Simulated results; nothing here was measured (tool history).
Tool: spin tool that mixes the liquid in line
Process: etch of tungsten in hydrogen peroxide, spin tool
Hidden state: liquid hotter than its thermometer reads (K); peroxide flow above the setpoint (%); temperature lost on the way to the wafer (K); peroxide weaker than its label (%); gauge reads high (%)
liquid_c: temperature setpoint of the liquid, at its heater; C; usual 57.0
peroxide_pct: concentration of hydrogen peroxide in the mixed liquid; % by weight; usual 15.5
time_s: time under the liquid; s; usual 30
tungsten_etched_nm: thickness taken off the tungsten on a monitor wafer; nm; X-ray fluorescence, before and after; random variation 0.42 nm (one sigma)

run,hour,liquid_c,peroxide_pct,time_s,wafers since the last listed run,hours since the thermometer was replaced,hours since the peroxide flow meter was replaced,hours since the heated supply line was repaired,hours since the drum of peroxide was connected,hours since the gauge calibration,"read-back film thickness of the tungsten reference wafer, read on the same gauge (nm)",tungsten_etched_nm
1,0.0,57.0,15.5,30,0,906.5,222.6,3803.5,1217.3,411.8,60.02,53.69
# hour 9.8: heated supply line repaired
2,67.8,57.0,15.5,30,512,974.3,290.4,58.0,1285.1,479.6,60.01,54.52
3,124.9,57.0,15.5,30,438,1031.4,347.5,115.1,1342.2,536.7,60.00,55.53
4,158.2,57.0,15.5,30,255,1064.7,380.8,148.4,1375.5,570.0,60.03,54.55
# hour 175.4: new drum of peroxide connected
5,207.3,57.0,15.5,15,369,1113.8,429.9,197.5,31.9,619.1,60.01,27.51
6,275.2,57.0,15.5,30,521,1181.7,497.8,265.4,99.8,687.0,59.98,54.48
7,323.7,57.0,15.5,30,372,1230.2,546.3,313.9,148.3,735.5,60.01,55.38
8,367.3,57.0,12.5,30,334,1273.8,589.9,357.5,191.9,779.1,60.01,50.54
9,412.6,64.0,12.0,30,347,1319.1,635.2,402.8,237.2,824.4,60.01,73.49
# hour 443.7: gauge calibrated
10,469.6,47.0,15.5,30,437,1376.1,692.2,459.8,294.2,25.9,59.98,30.81
11,520.8,50.5,15.5,25,392,1427.3,743.4,511.0,345.4,77.1,59.99,31.99
12,564.5,57.0,15.5,30,335,1471.0,787.1,554.7,389.1,120.8,59.97,56.19
# hour 575.5: peroxide flow meter replaced
13,606.2,49.0,14.0,15,312,1512.7,30.7,596.4,430.8,162.5,59.99,15.72
14,641.4,57.0,15.5,50,270,1547.9,65.9,631.6,466.0,197.7,59.97,88.88
# hour 687.7: thermometer replaced
15,710.9,52.5,14.0,15,525,23.2,135.4,701.1,535.5,267.2,60.00,19.68
16,764.8,64.5,15.5,40,413,77.1,189.3,755.0,589.4,321.1,60.03,111.43
17,814.3,57.0,15.5,30,379,126.6,238.8,804.5,638.9,370.6,59.98,54.81
18,883.7,57.0,15.5,30,532,196.0,308.2,873.9,708.3,440.0,60.00,55.80
19,937.1,57.0,17.0,30,409,249.4,361.6,927.3,761.7,493.4,59.98,58.87
20,987.2,57.0,18.5,30,384,299.5,411.7,977.4,811.8,543.5,59.98,61.14
21,1033.8,48.0,15.5,30,357,346.1,458.3,1024.0,858.4,590.1,60.00,32.50
22,1079.9,57.0,15.5,25,353,392.2,504.4,1070.1,904.5,636.2,60.00,46.05
23,1119.2,60.5,20.0,45,301,431.5,543.7,1109.4,943.8,675.5,60.01,117.71
24,1145.8,64.5,15.5,30,204,458.1,570.3,1136.0,970.4,702.1,60.04,85.93
25,1217.6,57.0,15.5,30,551,529.9,642.1,1207.8,1042.2,773.9,60.02,55.46

The tool's hidden state at each run:
liquid hotter than its thermometer reads (K): 0 in every run
temperature lost on the way to the wafer (K): 0 in every run
peroxide weaker than its label (%): 0 in every run
gauge reads high (%): 0 in every run
H1: peroxide flow above the setpoint (%)
run,H1
1,3.21
2,4.17
3,4.97
4,5.44
5,6.13
6,7.08
7,7.76
8,8.38
9,9.01
10,9.81
11,10.5
12,11.1
13,2.04
14,2.54
15,3.51
16,4.27
17,4.97
18,5.94
19,6.69
20,7.4
21,8.05
22,8.7
23,9.25
24,9.63
25,10.6

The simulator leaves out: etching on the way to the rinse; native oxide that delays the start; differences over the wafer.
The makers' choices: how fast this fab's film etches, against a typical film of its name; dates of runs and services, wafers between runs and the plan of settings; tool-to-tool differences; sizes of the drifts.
